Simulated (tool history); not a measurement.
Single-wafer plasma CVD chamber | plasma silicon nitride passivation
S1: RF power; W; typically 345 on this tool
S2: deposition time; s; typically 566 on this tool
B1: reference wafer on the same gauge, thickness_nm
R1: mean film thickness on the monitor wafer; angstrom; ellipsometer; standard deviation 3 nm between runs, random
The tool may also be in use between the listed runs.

run 1 hour=0 | S1=345 S2=608 | B1=716.081 | R1=7528.96
-- hour=21.5 RF generator calibrated
run 2 hour=53.7 | S1=345 S2=608 | B1=715.651 | R1=7487.49
run 3 hour=124.2 | S1=345 S2=566 | B1=714.986 | R1=6913.52
run 4 hour=148.8 | S1=345 S2=566 | B1=715.863 | R1=7002.92
run 5 hour=226 | S1=345 S2=566 | B1=714.677 | R1=6912.1
run 6 hour=255.7 | S1=345 S2=566 | B1=714.714 | R1=7019.19
run 7 hour=447.1 | S1=345 S2=566 | B1=714.469 | R1=6994.48
run 8 hour=473.1 | S1=345 S2=566 | B1=713.299 | R1=6997.1
run 9 hour=529.6 | S1=305 S2=604 | B1=713.829 | R1=7015.82
run 10 hour=569.1 | S1=305 S2=604 | B1=713.825 | R1=7026.95
run 11 hour=626.4 | S1=345 S2=566 | B1=713.713 | R1=6972.13
run 12 hour=672.3 | S1=345 S2=566 | B1=712.996 | R1=6999.33
run 13 hour=853.6 | S1=345 S2=566 | B1=712.543 | R1=6934.19
run 14 hour=907.6 | S1=345 S2=566 | B1=712.91 | R1=6980.43
-- hour=921.5 gauge calibrated
run 15 hour=932.7 | S1=290 S2=566 | B1=734.873 | R1=6575.55
run 16 hour=984.7 | S1=290 S2=566 | B1=733.216 | R1=6603.05
-- hour=1021.6 showerhead replaced
run 17 hour=1048.6 | S1=345 S2=566 | B1=731.746 | R1=7089.01
run 18 hour=1095.9 | S1=345 S2=566 | B1=730.495 | R1=7088.63
run 19 hour=1143.8 | S1=345 S2=566 | B1=729.252 | R1=7081.02
run 20 hour=1210 | S1=345 S2=566 | B1=727.894 | R1=7028.22
run 21 hour=1281.7 | S1=345 S2=566 | B1=726.536 | R1=7107.54
run 22 hour=1319.6 | S1=345 S2=566 | B1=724.672 | R1=7102.69
run 23 hour=1368.9 | S1=275 S2=566 | B1=723.98 | R1=6306.68
run 24 hour=1420.6 | S1=400 S2=662 | B1=722.895 | R1=8761.63
run 25 hour=1448.1 | S1=345 S2=677 | B1=722.965 | R1=8475.11
run 26 hour=1515.3 | S1=315 S2=470 | B1=721.025 | R1=5604.58
run 27 hour=1577.3 | S1=380 S2=521 | B1=721.368 | R1=6792.76
run 28 hour=1606.2 | S1=365 S2=566 | B1=720.63 | R1=7234.27
run 29 hour=1645.9 | S1=300 S2=597 | B1=720.529 | R1=6911.43

Run 30 has not been measured yet. What should we expect?
run 30 hour=1684 | S1=310 S2=455 | B1=? | R1=?

B1: 720.367
R1: 5385.38 angstrom
Take away the tool's hidden state, keep the run-to-run variation as it was, and the same run would have given R1 5499.5 angstrom.
